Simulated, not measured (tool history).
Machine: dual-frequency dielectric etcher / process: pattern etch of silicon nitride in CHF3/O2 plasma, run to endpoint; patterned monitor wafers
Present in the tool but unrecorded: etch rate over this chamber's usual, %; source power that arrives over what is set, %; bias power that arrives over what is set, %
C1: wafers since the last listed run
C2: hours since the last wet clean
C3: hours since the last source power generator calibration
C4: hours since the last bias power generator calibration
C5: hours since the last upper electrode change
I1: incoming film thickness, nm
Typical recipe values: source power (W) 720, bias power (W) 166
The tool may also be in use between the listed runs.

Run 1, day 0: usual settings but bias power (W) 195; C1 0; C2 491.9; C3 1001.3; C4 2226.7; C5 2485.2; I1 87.9. Result: endpoint time (s) 56.5.
Run 2, day 0.804: usual settings but bias power (W) 195; C1 263; C2 511.2; C3 1020.6; C4 2246; C5 2504.5; I1 87. Result: endpoint time (s) 56.1.
Run 3, day 1.579: usual settings but bias power (W) 191; C1 253; C2 529.8; C3 1039.2; C4 2264.6; C5 2523.1; I1 87.2. Result: endpoint time (s) 56.
Run 4, day 2.175: usual settings but bias power (W) 191; C1 194; C2 544.1; C3 1053.5; C4 2278.9; C5 2537.4; I1 87.4. Result: endpoint time (s) 56.3.
At day 3.671: wet clean of the chamber.
Run 5, day 3.692: usual settings but source power (W) 680, bias power (W) 196; C1 169; C2 0.5; C3 1089.9; C4 2315.3; C5 2573.8; I1 86.7. Result: endpoint time (s) 55.5.
Run 6, day 4.092: usual settings; C1 130; C2 10.1; C3 1099.5; C4 2324.9; C5 2583.4; I1 87.2. Result: endpoint time (s) 55.8.
Run 7, day 5.421: usual settings; C1 434; C2 42; C3 1131.4; C4 2356.8; C5 2615.3; I1 87.6. Result: endpoint time (s) 56.
Run 8, day 6.467: usual settings but source power (W) 630, bias power (W) 185; C1 342; C2 67.1; C3 1156.5; C4 2381.9; C5 2640.4; I1 86.9. Result: endpoint time (s) 58.3.
Run 9, day 7.242: usual settings but source power (W) 630, bias power (W) 185; C1 253; C2 85.7; C3 1175.1; C4 2400.5; C5 2659; I1 87.9. Result: endpoint time (s) 59.2.
Run 10, day 8.025: usual settings; C1 256; C2 104.5; C3 1193.9; C4 2419.3; C5 2677.8; I1 87.5. Result: endpoint time (s) 55.6.
Run 11, day 8.604: usual settings; C1 189; C2 118.4; C3 1207.8; C4 2433.2; C5 2691.7; I1 87.2. Result: endpoint time (s) 56.7.
Run 12, day 10.067: usual settings but bias power (W) 190; C1 478; C2 153.5; C3 1242.9; C4 2468.3; C5 2726.8; I1 87.3. Result: endpoint time (s) 54.6.
Run 13, day 10.788: usual settings but bias power (W) 190; C1 235; C2 170.8; C3 1260.2; C4 2485.6; C5 2744.1; I1 86.8. Result: endpoint time (s) 54.5.
At day 11.417: bias power generator calibrated.
Run 14, day 11.696: usual settings but bias power (W) 190; C1 242; C2 192.6; C3 1282; C4 6.7; C5 2765.9; I1 85.6. Result: endpoint time (s) 53.3.
Run 15, day 13.1: usual settings but source power (W) 850; C1 459; C2 226.3; C3 1315.7; C4 40.4; C5 2799.6; I1 86.6. Result: endpoint time (s) 51.2.
Run 16, day 13.675: usual settings but source power (W) 770, bias power (W) 143; C1 188; C2 240.1; C3 1329.5; C4 54.2; C5 2813.4; I1 87.2. Result: endpoint time (s) 57.5.
Run 17, day 14.196: usual settings but source power (W) 870, bias power (W) 140; C1 170; C2 252.6; C3 1342; C4 66.7; C5 2825.9; I1 86.1. Result: endpoint time (s) 53.8.
Run 18, day 15.521: usual settings but source power (W) 840; C1 433; C2 284.4; C3 1373.8; C4 98.5; C5 2857.7; I1 86.1. Result: endpoint time (s) 52.7.
Run 19, day 16.671: usual settings but source power (W) 880, bias power (W) 151; C1 376; C2 312; C3 1401.4; C4 126.1; C5 2885.3; I1 86.6. Result: endpoint time (s) 52.6.
Run 20, day 18.025: usual settings but source power (W) 850, bias power (W) 154; C1 443; C2 344.5; C3 1433.9; C4 158.6; C5 2917.8; I1 86.8. Result: endpoint time (s) 53.9.
At day 22.283: upper electrode replaced.
Run 21, day 22.304: usual settings; C1 1072; C2 447.2; C3 1536.6; C4 261.3; C5 0.5; I1 86.3. Result: endpoint time (s) 56.5.
Run 22, day 22.429: usual settings; C1 40; C2 450.2; C3 1539.6; C4 264.3; C5 3.5; I1 87.1. Result: endpoint time (s) 57.6.
At day 23.446: source power generator calibrated.
Run 23, day 23.846: usual settings but source power (W) 810; C1 408; C2 484.2; C3 9.6; C4 298.3; C5 37.5; I1 86.3. Result: endpoint time (s) 53.8.
Run 24, day 25.167: usual settings but source power (W) 650, bias power (W) 128; C1 432; C2 515.9; C3 41.3; C4 330; C5 69.2; I1 86. Result: endpoint time (s) 64.7.
Run 25, day 25.762: usual settings; C1 194; C2 530.2; C3 55.6; C4 344.3; C5 83.5; I1 86.6. Result: endpoint time (s) 56.7.
At day 27.238: wet clean of the chamber.
Run 26, day 27.258: usual settings but source power (W) 640, bias power (W) 204; C1 162; C2 0.5; C3 91.5; C4 380.2; C5 119.4; I1 86.4. Result: endpoint time (s) 55.8.
Run 27, day 27.754: usual settings but source power (W) 550, bias power (W) 182; C1 162; C2 12.4; C3 103.4; C4 392.1; C5 131.3; I1 86.8. Result: endpoint time (s) 61.9.
Run 28, day 29.242: usual settings but source power (W) 860, bias power (W) 150; C1 486; C2 48.1; C3 139.1; C4 427.8; C5 167; I1 86.6. Result: endpoint time (s) 52.6.
Run 29, day 30.7: usual settings but source power (W) 580, bias power (W) 148; C1 477; C2 83.1; C3 174.1; C4 462.8; C5 202; I1 86.5. Result: endpoint time (s) 63.7.
Run 30, day 31.333: usual settings but bias power (W) 179; C1 207; C2 98.3; C3 189.3; C4 478; C5 217.2; I1 86.4. Result: endpoint time (s) 54.2.
Run 31, day 32.096: usual settings but source power (W) 670, bias power (W) 190; C1 249; C2 116.6; C3 207.6; C4 496.3; C5 235.5; I1 86.2. Result: endpoint time (s) 56.5.
Run 32, day 33.171: usual settings but source power (W) 550, bias power (W) 142; C1 351; C2 142.4; C3 233.4; C4 522.1; C5 261.3; I1 87.1. Result: endpoint time (s) 67.6.
Run 33, day 34.546: usual settings; C1 449; C2 175.4; C3 266.4; C4 555.1; C5 294.3; I1 87.1. Result: endpoint time (s) 56.4.
Run 34, day 35.717: usual settings but bias power (W) 187; C1 383; C2 203.5; C3 294.5; C4 583.2; C5 322.4; I1 87.5. Result: endpoint time (s) 54.6.
Run 35, day 36.742: usual settings; C1 335; C2 228.1; C3 319.1; C4 607.8; C5 347; I1 86.8. Result: endpoint time (s) 56.2.
Run 36, day 38.158: usual settings but source power (W) 880, bias power (W) 130; C1 463; C2 262.1; C3 353.1; C4 641.8; C5 381; I1 86.7. Result: endpoint time (s) 53.6.

Give the tool's hidden conditions for every run:
source power that arrives over what is set, %: 0 across all the runs
bias power that arrives over what is set, %: 0 across all the runs
H1: etch rate over this chamber's usual, %
run       H1
  1    -4.15
  2     -4.3
  3    -4.45
  4    -4.56
  5    0.489
  6    0.413
  7    0.162
  8  -0.0357
  9   -0.182
 10    -0.33
 11    -0.44
 12   -0.716
 13   -0.852
 14    -1.02
 15    -1.29
 16     -1.4
 17     -1.5
 18    -1.75
 19    -1.96
 20    -2.22
 21    -3.03
 22    -3.05
 23    -3.32
 24    -3.57
 25    -3.68
 26  -0.0115
 27   -0.105
 28   -0.386
 29   -0.662
 30   -0.781
 31   -0.925
 32    -1.13
 33    -1.39
 34    -1.61
 35     -1.8
 36    -2.07

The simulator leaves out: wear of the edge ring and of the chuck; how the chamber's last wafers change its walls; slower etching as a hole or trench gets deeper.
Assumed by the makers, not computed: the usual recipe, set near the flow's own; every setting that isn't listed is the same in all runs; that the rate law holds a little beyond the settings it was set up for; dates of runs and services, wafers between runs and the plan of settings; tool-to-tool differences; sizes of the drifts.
